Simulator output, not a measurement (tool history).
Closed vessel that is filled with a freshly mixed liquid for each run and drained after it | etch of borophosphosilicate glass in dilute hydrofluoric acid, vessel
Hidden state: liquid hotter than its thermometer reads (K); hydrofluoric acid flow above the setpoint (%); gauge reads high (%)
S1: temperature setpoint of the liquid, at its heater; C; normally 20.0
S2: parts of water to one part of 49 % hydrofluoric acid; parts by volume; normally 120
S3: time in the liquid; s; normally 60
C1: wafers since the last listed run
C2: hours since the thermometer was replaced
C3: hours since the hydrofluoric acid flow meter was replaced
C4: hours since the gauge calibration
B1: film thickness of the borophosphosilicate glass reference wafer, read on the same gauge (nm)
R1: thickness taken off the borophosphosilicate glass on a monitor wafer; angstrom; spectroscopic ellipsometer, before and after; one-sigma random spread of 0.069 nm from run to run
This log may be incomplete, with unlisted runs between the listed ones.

run 1 hour=0.0 | S1=20.0 S2=120 S3=60 | C1=0 C2=1115.3 C3=397.4 C4=1256.8 | B1=40.01 | R1=178.2
run 2 hour=83.8 | S1=20.0 S2=120 S3=60 | C1=9948 C2=1199.1 C3=481.2 C4=1340.6 | B1=39.99 | R1=177.0
run 3 hour=137.9 | S1=20.0 S2=120 S3=60 | C1=6422 C2=1253.2 C3=535.3 C4=1394.7 | B1=40.00 | R1=177.6
run 4 hour=174.5 | S1=23.0 S2=120 S3=60 | C1=4344 C2=1289.8 C3=571.9 C4=1431.3 | B1=40.01 | R1=199.7
run 5 hour=277.8 | S1=23.0 S2=120 S3=60 | C1=12263 C2=1393.1 C3=675.2 C4=1534.6 | B1=39.99 | R1=199.6
run 6 hour=384.0 | S1=20.0 S2=120 S3=60 | C1=12607 C2=1499.3 C3=781.4 C4=1640.8 | B1=40.00 | R1=176.3
run 7 hour=451.3 | S1=20.0 S2=120 S3=60 | C1=7989 C2=1566.6 C3=848.7 C4=1708.1 | B1=39.99 | R1=178.0
run 8 hour=541.7 | S1=20.0 S2=120 S3=60 | C1=10731 C2=1657.0 C3=939.1 C4=1798.5 | B1=40.01 | R1=176.5
run 9 hour=650.0 | S1=20.0 S2=120 S3=60 | C1=12856 C2=1765.3 C3=1047.4 C4=1906.8 | B1=40.01 | R1=176.4
run 10 hour=713.4 | S1=20.0 S2=120 S3=60 | C1=7526 C2=1828.7 C3=1110.8 C4=1970.2 | B1=40.00 | R1=177.6
-- hour=718.1 thermometer replaced
-- hour=737.1 hydrofluoric acid flow meter replaced
run 11 hour=803.9 | S1=20.0 S2=120 S3=60 | C1=10506 C2=85.8 C3=66.8 C4=2060.7 | B1=40.00 | R1=177.3
run 12 hour=892.6 | S1=20.0 S2=120 S3=60 | C1=10529 C2=174.5 C3=155.5 C4=2149.4 | B1=40.01 | R1=177.6
run 13 hour=974.5 | S1=20.0 S2=120 S3=60 | C1=9722 C2=256.4 C3=237.4 C4=2231.3 | B1=40.01 | R1=177.0
run 14 hour=1052.7 | S1=20.0 S2=85 S3=60 | C1=9283 C2=334.6 C3=315.6 C4=2309.5 | B1=40.00 | R1=260.7
run 15 hour=1142.5 | S1=20.0 S2=150 S3=35 | C1=10660 C2=424.4 C3=405.4 C4=2399.3 | B1=40.01 | R1=80.4
run 16 hour=1239.4 | S1=18.5 S2=175 S3=95 | C1=11503 C2=521.3 C3=502.3 C4=2496.2 | B1=40.00 | R1=171.3
run 17 hour=1338.6 | S1=20.0 S2=120 S3=60 | C1=11776 C2=620.5 C3=601.5 C4=2595.4 | B1=39.98 | R1=178.0
run 18 hour=1421.0 | S1=22.0 S2=120 S3=60 | C1=9781 C2=702.9 C3=683.9 C4=2677.8 | B1=40.02 | R1=191.7
run 19 hour=1526.0 | S1=22.0 S2=140 S3=85 | C1=12464 C2=807.9 C3=788.9 C4=2782.8 | B1=40.01 | R1=226.7
run 20 hour=1563.6 | S1=20.0 S2=150 S3=60 | C1=4463 C2=845.5 C3=826.5 C4=2820.4 | B1=39.99 | R1=137.0
run 21 hour=1603.2 | S1=20.0 S2=120 S3=60 | C1=4701 C2=885.1 C3=866.1 C4=2860.0 | B1=40.00 | R1=176.1
run 22 hour=1700.1 | S1=18.5 S2=90 S3=30 | C1=11503 C2=982.0 C3=963.0 C4=2956.9 | B1=40.00 | R1=114.9
-- hour=1730.4 gauge calibrated
run 23 hour=1805.5 | S1=17.0 S2=70 S3=85 | C1=12512 C2=1087.4 C3=1068.4 C4=75.1 | B1=40.00 | R1=402.8
run 24 hour=1867.7 | S1=20.0 S2=120 S3=60 | C1=7383 C2=1149.6 C3=1130.6 C4=137.3 | B1=40.01 | R1=176.8
run 25 hour=1965.9 | S1=23.0 S2=70 S3=35 | C1=11657 C2=1247.8 C3=1228.8 C4=235.5 | B1=40.00 | R1=212.6
run 26 hour=2092.8 | S1=23.0 S2=140 S3=60 | C1=15064 C2=1374.7 C3=1355.7 C4=362.4 | B1=40.01 | R1=167.6
-- hour=2141.8 hydrofluoric acid flow meter replaced
-- hour=2263.9 thermometer replaced
run 27 hour=2271.8 | S1=22.5 S2=155 S3=60 | C1=21012 C2=7.9 C3=130.0 C4=541.4 | B1=40.01 | R1=145.7
run 28 hour=2364.1 | S1=20.0 S2=120 S3=60 | C1=10957 C2=100.2 C3=222.3 C4=633.7 | B1=40.03 | R1=177.9

Below are 4 alternative next runs, each starting from the tool's condition after run 28. Predict each:
run A hour=2364.8 | S1=20.0 S2=120 S3=60 | C1=83 C2=100.9 C3=223.0 C4=634.4 | B1=? | R1=?
run B hour=2364.8 | S1=18.0 S2=105 S3=80 | C1=83 C2=100.9 C3=223.0 C4=634.4 | B1=? | R1=?
run C hour=2364.8 | S1=25.0 S2=70 S3=95 | C1=83 C2=100.9 C3=223.0 C4=634.4 | B1=? | R1=?
run D hour=2364.8 | S1=17.0 S2=85 S3=50 | C1=83 C2=100.9 C3=223.0 C4=634.4 | B1=? | R1=?

run=A B1=40.00 R1=178.0
run=B B1=40.00 R1=253.9
run=C B1=40.00 R1=627.6
run=D B1=40.00 R1=192.0
Without the tool's unlogged condition, the same runs would have read:
run=A R1=178.0
run=B R1=253.9
run=C R1=627.6
run=D R1=192.0

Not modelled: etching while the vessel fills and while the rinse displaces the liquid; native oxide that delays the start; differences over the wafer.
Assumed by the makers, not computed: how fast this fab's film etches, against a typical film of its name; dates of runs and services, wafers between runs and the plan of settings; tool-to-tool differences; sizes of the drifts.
